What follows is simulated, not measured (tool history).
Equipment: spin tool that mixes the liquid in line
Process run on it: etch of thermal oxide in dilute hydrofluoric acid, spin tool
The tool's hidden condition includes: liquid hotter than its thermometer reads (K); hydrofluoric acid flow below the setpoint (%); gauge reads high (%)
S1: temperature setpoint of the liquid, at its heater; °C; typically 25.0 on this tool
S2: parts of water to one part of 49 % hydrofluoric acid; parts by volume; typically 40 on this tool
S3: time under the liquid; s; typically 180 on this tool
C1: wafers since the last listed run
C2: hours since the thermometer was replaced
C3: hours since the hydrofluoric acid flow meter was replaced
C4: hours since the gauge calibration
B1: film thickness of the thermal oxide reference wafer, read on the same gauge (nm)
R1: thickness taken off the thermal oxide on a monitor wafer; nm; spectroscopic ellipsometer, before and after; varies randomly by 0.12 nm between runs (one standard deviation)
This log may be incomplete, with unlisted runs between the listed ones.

Run 1, day 0.000: usual settings; C1 0; C2 1999.8; C3 1886.7; C4 271.9; B1 100.00. Result: R1 24.71 nm.
Run 2, day 1.096: usual settings; C1 142; C2 2026.1; C3 1913.0; C4 298.2; B1 99.98. Result: R1 24.78 nm.
Run 3, day 2.017: usual settings; C1 119; C2 2048.2; C3 1935.1; C4 320.3; B1 99.97. Result: R1 24.74 nm.
Run 4, day 2.700: usual settings but S2 50 parts by volume; C1 88; C2 2064.6; C3 1951.5; C4 336.7; B1 99.98. Result: R1 19.64 nm.
Run 5, day 3.754: usual settings; C1 136; C2 2089.9; C3 1976.8; C4 362.0; B1 100.01. Result: R1 24.94 nm.
Run 6, day 4.912: usual settings; C1 150; C2 2117.7; C3 2004.6; C4 389.8; B1 99.99. Result: R1 24.66 nm.
Run 7, day 5.658: usual settings but S2 30 parts by volume; C1 96; C2 2135.6; C3 2022.5; C4 407.7; B1 100.00. Result: R1 33.14 nm.
Run 8, day 6.950: usual settings but S2 30 parts by volume; C1 167; C2 2166.6; C3 2053.5; C4 438.7; B1 99.98. Result: R1 33.34 nm.
Run 9, day 7.829: usual settings but S2 30 parts by volume; C1 114; C2 2187.7; C3 2074.6; C4 459.8; B1 100.01. Result: R1 33.59 nm.
Run 10, day 9.079: usual settings; C1 162; C2 2217.7; C3 2104.6; C4 489.8; B1 100.02. Result: R1 24.69 nm.
Run 11, day 10.117: usual settings but S1 21.0 °C, S3 245 s; C1 134; C2 2242.6; C3 2129.5; C4 514.7; B1 100.03. Result: R1 28.50 nm.
Run 12, day 11.175: usual settings but S1 21.0 °C, S3 245 s; C1 137; C2 2268.0; C3 2154.9; C4 540.1; B1 100.02. Result: R1 28.41 nm.
Run 13, day 11.767: usual settings but S1 22.5 °C, S3 215 s; C1 76; C2 2282.2; C3 2169.1; C4 554.3; B1 100.04. Result: R1 26.52 nm.
At day 12.338: gauge calibrated.
At day 15.350: thermometer replaced.
Run 14, day 15.892: usual settings but S1 22.5 °C, S3 215 s; C1 529; C2 13.0; C3 2268.1; C4 85.3; B1 99.99. Result: R1 26.61 nm.
Run 15, day 16.712: usual settings but S1 22.5 °C, S3 215 s; C1 106; C2 32.7; C3 2287.8; C4 105.0; B1 100.01. Result: R1 26.58 nm.
At day 17.112: hydrofluoric acid flow meter replaced.
Run 16, day 18.162: usual settings but S1 22.5 °C, S3 265 s; C1 182; C2 67.5; C3 25.2; C4 139.8; B1 99.98. Result: R1 32.87 nm.
Run 17, day 18.967: usual settings; C1 104; C2 86.8; C3 44.5; C4 159.1; B1 100.01. Result: R1 24.81 nm.
Run 18, day 20.408: usual settings but S2 30 parts by volume; C1 187; C2 121.4; C3 79.1; C4 193.7; B1 99.99. Result: R1 33.51 nm.
Run 19, day 21.354: usual settings but S1 22.5 °C, S3 215 s; C1 122; C2 144.1; C3 101.8; C4 216.4; B1 100.03. Result: R1 26.65 nm.
Run 20, day 21.971: usual settings but S1 22.5 °C, S3 215 s; C1 80; C2 158.9; C3 116.6; C4 231.2; B1 99.99. Result: R1 26.61 nm.
Run 21, day 22.775: usual settings but S3 85 s; C1 104; C2 178.2; C3 135.9; C4 250.5; B1 100.01. Result: R1 11.65 nm.
Run 22, day 23.521: usual settings but S1 28.0 °C, S3 255 s; C1 96; C2 196.1; C3 153.8; C4 268.4; B1 99.96. Result: R1 39.62 nm.
Run 23, day 24.083: usual settings but S1 28.5 °C, S3 245 s; C1 73; C2 209.6; C3 167.3; C4 281.9; B1 99.99. Result: R1 38.80 nm.
Run 24, day 25.388: usual settings but S1 28.5 °C, S2 35 parts by volume, S3 105 s; C1 169; C2 240.9; C3 198.6; C4 313.2; B1 100.02. Result: R1 19.06 nm.
Run 25, day 26.804: usual settings but S1 22.0 °C, S2 55 parts by volume, S3 260 s; C1 183; C2 274.9; C3 232.6; C4 347.2; B1 100.01. Result: R1 22.46 nm.
Run 26, day 27.812: usual settings but S2 35 parts by volume; C1 130; C2 299.1; C3 256.8; C4 371.4; B1 100.00. Result: R1 28.76 nm.
Run 27, day 28.571: usual settings but S3 90 s; C1 98; C2 317.3; C3 275.0; C4 389.6; B1 100.03. Result: R1 12.36 nm.
Run 28, day 29.329: usual settings but S1 29.0 °C, S2 55 parts by volume, S3 150 s; C1 98; C2 335.5; C3 293.2; C4 407.8; B1 99.98. Result: R1 16.99 nm.
Run 29, day 30.146: usual settings but S1 28.5 °C, S3 130 s; C1 105; C2 355.1; C3 312.8; C4 427.4; B1 99.99. Result: R1 20.69 nm.
Run 30, day 31.233: usual settings but S1 29.0 °C, S2 25 parts by volume, S3 280 s; C1 141; C2 381.2; C3 338.9; C4 453.5; B1 99.99. Result: R1 74.04 nm.
Run 31, day 34.662: usual settings but S2 25 parts by volume; C1 445; C2 463.5; C3 421.2; C4 535.8; B1 99.95. Result: R1 39.89 nm.
Run 32, day 35.371: usual settings but S1 28.5 °C, S2 20 parts by volume; C1 91; C2 480.5; C3 438.2; C4 552.8; B1 100.01. Result: R1 58.25 nm.
Run 33, day 36.062: usual settings but S1 27.5 °C, S2 30 parts by volume, S3 240 s; C1 89; C2 497.1; C3 454.8; C4 569.4; B1 100.01. Result: R1 48.89 nm.

What if the next run were any one of these 5? Each begins from the tool's condition after run 33:
Run A, day 36.083: usual settings; C1 2; C2 497.6; C3 455.3; C4 569.9; B1 ?. Result: R1 ?.
Run B, day 36.083: usual settings but S1 29.0 °C, S2 50 parts by volume, S3 85 s; C1 2; C2 497.6; C3 455.3; C4 569.9; B1 ?. Result: R1 ?.
Run C, day 36.083: usual settings but S1 28.5 °C, S2 55 parts by volume, S3 135 s; C1 2; C2 497.6; C3 455.3; C4 569.9; B1 ?. Result: R1 ?.
Run D, day 36.083: usual settings but S2 30 parts by volume, S3 265 s; C1 2; C2 497.6; C3 455.3; C4 569.9; B1 ?. Result: R1 ?.
Run E, day 36.083: usual settings but S1 29.0 °C, S2 35 parts by volume; C1 2; C2 497.6; C3 455.3; C4 569.9; B1 ?. Result: R1 ?.

run     B1     R1
  A  99.98  24.52
  B  99.98  10.73
  C  99.98  15.08
  D  99.98  48.80
  E  99.98  33.21
What these runs would have given with no unlogged condition in the tool:
run     R1
  A  24.52
  B  10.73
  C  15.08
  D  48.80
  E  33.21
